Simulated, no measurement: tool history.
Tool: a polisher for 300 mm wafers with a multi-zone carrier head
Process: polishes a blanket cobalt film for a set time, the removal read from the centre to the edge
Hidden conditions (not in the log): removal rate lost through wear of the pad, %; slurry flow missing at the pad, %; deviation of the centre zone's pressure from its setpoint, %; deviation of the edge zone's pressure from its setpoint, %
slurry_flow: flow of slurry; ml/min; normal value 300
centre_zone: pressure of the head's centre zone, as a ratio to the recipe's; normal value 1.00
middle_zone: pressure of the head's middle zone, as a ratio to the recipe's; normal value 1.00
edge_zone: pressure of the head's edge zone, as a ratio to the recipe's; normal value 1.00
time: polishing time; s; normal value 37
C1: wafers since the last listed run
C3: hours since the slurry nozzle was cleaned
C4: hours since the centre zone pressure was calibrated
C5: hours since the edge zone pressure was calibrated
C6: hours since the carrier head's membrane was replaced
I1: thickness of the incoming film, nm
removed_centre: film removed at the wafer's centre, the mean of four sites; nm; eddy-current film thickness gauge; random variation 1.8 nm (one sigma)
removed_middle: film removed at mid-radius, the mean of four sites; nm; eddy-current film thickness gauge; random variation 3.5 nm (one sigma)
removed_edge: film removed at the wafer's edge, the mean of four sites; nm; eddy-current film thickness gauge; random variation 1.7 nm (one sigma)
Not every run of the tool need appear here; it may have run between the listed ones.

run 1 hour=0.0 | slurry_flow=300 centre_zone=1.00 middle_zone=1.00 edge_zone=1.00 time=37 | C1=0 wafers_polished_on_this_pad=255 C3=348.5 C4=35.0 C5=814.8 C6=1180.6 | I1=1602.1 | removed_centre=244.2 removed_middle=236.6 removed_edge=242.6
run 2 hour=10.9 | slurry_flow=300 centre_zone=1.00 middle_zone=1.00 edge_zone=1.00 time=37 | C1=101 wafers_polished_on_this_pad=356 C3=359.4 C4=45.9 C5=825.7 C6=1191.5 | I1=1578.4 | removed_centre=239.6 removed_middle=238.9 removed_edge=239.1
run 3 hour=21.1 | slurry_flow=300 centre_zone=1.00 middle_zone=1.00 edge_zone=1.00 time=37 | C1=94 wafers_polished_on_this_pad=451 C3=369.6 C4=56.1 C5=835.9 C6=1201.7 | I1=1565.4 | removed_centre=240.0 removed_middle=239.7 removed_edge=236.3
run 4 hour=33.5 | slurry_flow=300 centre_zone=0.97 middle_zone=1.00 edge_zone=1.00 time=37 | C1=115 wafers_polished_on_this_pad=566 C3=382.0 C4=68.5 C5=848.3 C6=1214.1 | I1=1589.0 | removed_centre=236.8 removed_middle=237.2 removed_edge=238.9
run 5 hour=44.3 | slurry_flow=300 centre_zone=1.00 middle_zone=1.00 edge_zone=1.00 time=41 | C1=100 wafers_polished_on_this_pad=666 C3=392.8 C4=79.3 C5=859.1 C6=1224.9 | I1=1563.0 | removed_centre=262.4 removed_middle=259.4 removed_edge=263.2
run 6 hour=57.4 | slurry_flow=300 centre_zone=1.05 middle_zone=0.93 edge_zone=1.00 time=37 | C1=121 wafers_polished_on_this_pad=788 C3=405.9 C4=92.4 C5=872.2 C6=1238.0 | I1=1609.5 | removed_centre=245.3 removed_middle=220.5 removed_edge=234.6
-- hour=68.2 slurry nozzle cleaned
-- hour=78.9 worn pad replaced by a new one
run 7 hour=84.2 | slurry_flow=300 centre_zone=1.00 middle_zone=1.00 edge_zone=1.00 time=37 | C1=202 wafers_polished_on_this_pad=48 C3=16.0 C4=119.2 C5=899.0 C6=1264.8 | I1=1567.5 | removed_centre=243.7 removed_middle=243.9 removed_edge=242.5
run 8 hour=90.4 | slurry_flow=300 centre_zone=1.00 middle_zone=1.00 edge_zone=1.00 time=37 | C1=57 wafers_polished_on_this_pad=106 C3=22.2 C4=125.4 C5=905.2 C6=1271.0 | I1=1597.6 | removed_centre=242.5 removed_middle=241.2 removed_edge=241.7
run 9 hour=105.2 | slurry_flow=300 centre_zone=0.89 middle_zone=1.00 edge_zone=1.09 time=37 | C1=137 wafers_polished_on_this_pad=243 C3=37.0 C4=140.2 C5=920.0 C6=1285.8 | I1=1607.9 | removed_centre=221.2 removed_middle=245.4 removed_edge=250.5
run 10 hour=120.7 | slurry_flow=300 centre_zone=1.00 middle_zone=0.93 edge_zone=1.00 time=37 | C1=143 wafers_polished_on_this_pad=387 C3=52.5 C4=155.7 C5=935.5 C6=1301.3 | I1=1611.5 | removed_centre=239.7 removed_middle=225.9 removed_edge=236.0
run 11 hour=138.6 | slurry_flow=350 centre_zone=1.00 middle_zone=1.04 edge_zone=1.04 time=31 | C1=166 wafers_polished_on_this_pad=553 C3=70.4 C4=173.6 C5=953.4 C6=1319.2 | I1=1598.5 | removed_centre=206.1 removed_middle=202.0 removed_edge=204.5
-- hour=162.5 carrier head's membrane replaced by a new one
-- hour=180.7 worn pad replaced by a new one
run 12 hour=181.2 | slurry_flow=300 centre_zone=1.00 middle_zone=1.00 edge_zone=0.88 time=45 | C1=311 wafers_polished_on_this_pad=4 C3=113.0 C4=216.2 C5=996.0 C6=18.7 | I1=1573.3 | removed_centre=297.2 removed_middle=294.0 removed_edge=273.4
run 13 hour=184.7 | slurry_flow=300 centre_zone=1.00 middle_zone=1.00 edge_zone=1.00 time=37 | C1=32 wafers_polished_on_this_pad=37 C3=116.5 C4=219.7 C5=999.5 C6=22.2 | I1=1570.7 | removed_centre=244.4 removed_middle=246.3 removed_edge=246.5
run 14 hour=196.1 | slurry_flow=300 centre_zone=1.10 middle_zone=1.00 edge_zone=1.00 time=37 | C1=105 wafers_polished_on_this_pad=142 C3=127.9 C4=231.1 C5=1010.9 C6=33.6 | I1=1597.3 | removed_centre=267.2 removed_middle=238.1 removed_edge=240.1
-- hour=204.5 edge zone pressure recalibrated
run 15 hour=214.1 | slurry_flow=230 centre_zone=1.05 middle_zone=1.07 edge_zone=0.90 time=37 | C1=148 wafers_polished_on_this_pad=291 C3=145.9 C4=249.1 C5=9.6 C6=51.6 | I1=1579.7 | removed_centre=239.7 removed_middle=242.8 removed_edge=219.4
run 16 hour=229.8 | slurry_flow=300 centre_zone=1.00 middle_zone=0.93 edge_zone=1.04 time=40 | C1=145 wafers_polished_on_this_pad=437 C3=161.6 C4=264.8 C5=25.3 C6=67.3 | I1=1612.9 | removed_centre=257.5 removed_middle=239.1 removed_edge=260.4
run 17 hour=236.4 | slurry_flow=265 centre_zone=1.00 middle_zone=1.00 edge_zone=0.90 time=32 | C1=61 wafers_polished_on_this_pad=498 C3=168.2 C4=271.4 C5=31.9 C6=73.9 | I1=1580.1 | removed_centre=202.6 removed_middle=197.1 removed_edge=190.6
run 18 hour=250.7 | slurry_flow=300 centre_zone=1.00 middle_zone=1.00 edge_zone=1.00 time=37 | C1=132 wafers_polished_on_this_pad=631 C3=182.5 C4=285.7 C5=46.2 C6=88.2 | I1=1621.3 | removed_centre=232.0 removed_middle=232.1 removed_edge=232.1
run 19 hour=264.5 | slurry_flow=300 centre_zone=1.00 middle_zone=1.00 edge_zone=1.00 time=25 | C1=128 wafers_polished_on_this_pad=759 C3=196.3 C4=299.5 C5=60.0 C6=102.0 | I1=1573.4 | removed_centre=158.5 removed_middle=152.1 removed_edge=156.7
-- hour=301.0 worn pad replaced by a new one
run 20 hour=312.5 | slurry_flow=355 centre_zone=1.00 middle_zone=1.00 edge_zone=1.00 time=37 | C1=408 wafers_polished_on_this_pad=106 C3=244.3 C4=347.5 C5=108.0 C6=150.0 | I1=1590.0 | removed_centre=251.0 removed_middle=247.8 removed_edge=248.2
run 21 hour=326.6 | slurry_flow=300 centre_zone=1.08 middle_zone=0.95 edge_zone=1.00 time=49 | C1=130 wafers_polished_on_this_pad=237 C3=258.4 C4=361.6 C5=122.1 C6=164.1 | I1=1597.2 | removed_centre=344.8 removed_middle=302.2 removed_edge=319.9
run 22 hour=340.5 | slurry_flow=205 centre_zone=1.00 middle_zone=1.09 edge_zone=0.97 time=31 | C1=128 wafers_polished_on_this_pad=366 C3=272.3 C4=375.5 C5=136.0 C6=178.0 | I1=1615.1 | removed_centre=190.5 removed_middle=209.1 removed_edge=189.8
run 23 hour=347.9 | slurry_flow=300 centre_zone=1.00 middle_zone=1.08 edge_zone=1.00 time=37 | C1=68 wafers_polished_on_this_pad=435 C3=279.7 C4=382.9 C5=143.4 C6=185.4 | I1=1602.1 | removed_centre=243.8 removed_middle=257.3 removed_edge=238.6

Results per run with the tool's hidden condition removed, run-to-run variation unchanged:
run=1 removed_centre=250.0 removed_middle=242.3 removed_edge=248.4
run=2 removed_centre=247.0 removed_middle=246.3 removed_edge=246.5
run=3 removed_centre=249.0 removed_middle=248.7 removed_edge=245.2
run=4 removed_centre=247.7 removed_middle=248.0 removed_edge=249.8
run=5 removed_centre=276.3 removed_middle=273.1 removed_edge=277.1
run=6 removed_centre=260.5 removed_middle=234.1 removed_edge=249.1
run=7 removed_centre=247.6 removed_middle=247.8 removed_edge=246.3
run=8 removed_centre=247.3 removed_middle=246.0 removed_edge=246.5
run=9 removed_centre=227.6 removed_middle=252.6 removed_edge=257.8
run=10 removed_centre=249.1 removed_middle=234.7 removed_edge=245.2
run=11 removed_centre=216.6 removed_middle=212.3 removed_edge=215.0
run=12 removed_centre=303.1 removed_middle=299.9 removed_edge=278.8
run=13 removed_centre=249.9 removed_middle=251.7 removed_edge=252.0
run=14 removed_centre=275.1 removed_middle=245.1 removed_edge=247.2
run=15 removed_centre=249.5 removed_middle=252.8 removed_edge=228.4
run=16 removed_centre=270.8 removed_middle=251.5 removed_edge=273.8
run=17 removed_centre=213.9 removed_middle=208.2 removed_edge=201.3
run=18 removed_centre=247.3 removed_middle=247.3 removed_edge=247.4
run=19 removed_centre=170.4 removed_middle=163.6 removed_edge=168.5
run=20 removed_centre=253.9 removed_middle=250.7 removed_edge=251.1
run=21 removed_centre=351.9 removed_middle=308.4 removed_edge=326.4
run=22 removed_centre=196.0 removed_middle=215.2 removed_edge=195.3
run=23 removed_centre=252.1 removed_middle=266.1 removed_edge=246.8

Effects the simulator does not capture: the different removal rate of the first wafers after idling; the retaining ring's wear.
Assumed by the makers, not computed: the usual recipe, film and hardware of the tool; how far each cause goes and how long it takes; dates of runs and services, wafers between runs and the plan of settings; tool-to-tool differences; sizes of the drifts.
